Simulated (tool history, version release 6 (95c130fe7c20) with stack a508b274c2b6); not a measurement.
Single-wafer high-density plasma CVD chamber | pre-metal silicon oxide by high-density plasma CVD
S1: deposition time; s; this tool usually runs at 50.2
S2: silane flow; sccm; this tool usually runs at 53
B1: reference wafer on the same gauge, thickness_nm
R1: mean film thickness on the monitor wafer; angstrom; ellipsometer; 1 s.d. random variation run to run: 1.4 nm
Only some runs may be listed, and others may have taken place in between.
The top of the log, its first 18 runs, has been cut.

| run | hour | S1 | S2 | B1 | R1 |
|---|---|---|---|---|---|
| 19 | 884.7 | 50.2 | 57 | 303.153 | 2599.84 |
| 20 | 929.7 | 50.2 | 57 | 302.927 | 2603.49 |
|  | 942.2 | silane flow controller replaced |
| 21 | 977.2 | 54.3 | 53 | 302.812 | 2944.46 |
| 22 | 1010.8 | 43.5 | 53 | 303.258 | 2349.50 |
| 23 | 1068.6 | 50.2 | 53 | 302.768 | 2705.60 |
| 24 | 1136.6 | 44.1 | 53 | 303.009 | 2391.66 |
| 25 | 1172.3 | 53.3 | 53 | 303.330 | 2915.24 |
| 26 | 1206.4 | 50.2 | 47 | 302.908 | 2404.70 |
| 27 | 1234.2 | 44.3 | 45 | 303.052 | 2038.43 |
| 28 | 1305.8 | 50.2 | 45 | 303.214 | 2306.13 |
|  | 1308.7 | gauge calibrated |
| 29 | 1343.5 | 42.3 | 56 | 302.628 | 2430.53 |
| 30 | 1401.5 | 44.3 | 61 | 303.490 | 2761.02 |
| 31 | 1442.1 | 59.6 | 56 | 303.178 | 3411.05 |
|  | 1484.5 | silane flow controller replaced, repeated, since the last time left the tool worse |
| 32 | 1513.8 | 50.2 | 53 | 303.361 | 2523.24 |
| 33 | 1581.6 | 58.3 | 53 | 303.044 | 2920.94 |
| 34 | 1647.1 | 59.7 | 61 | 302.690 | 3495.71 |
| 35 | 1686.0 | 50.2 | 53 | 302.747 | 2498.46 |
| 36 | 1725.9 | 50.2 | 53 | 302.613 | 2524.48 |
| 37 | 1756.8 | 50.2 | 53 | 303.278 | 2533.42 |
| 38 | 1808.3 | 50.2 | 53 | 302.972 | 2541.27 |
| 39 | 1868.6 | 50.2 | 53 | 302.961 | 2495.27 |
| 40 | 1920.1 | 45.4 | 57 | 303.460 | 2440.79 |
| 41 | 1961.4 | 44.2 | 59 | 303.216 | 2474.27 |
| 42 | 2047.9 | 60.1 | 53 | 303.267 | 2994.34 |
| 43 | 2113.7 | 45.5 | 46 | 302.973 | 1965.19 |

Run 44 is up next; what results do you expect?
| 44 | 2144.8 | 54.6 | 53 | ? | ? |

B1: 303.227
R1: 2751.20 angstrom
Take away the tool's hidden state, keep the run-to-run variation as it was, and the same run would have given R1 2769.72 angstrom.
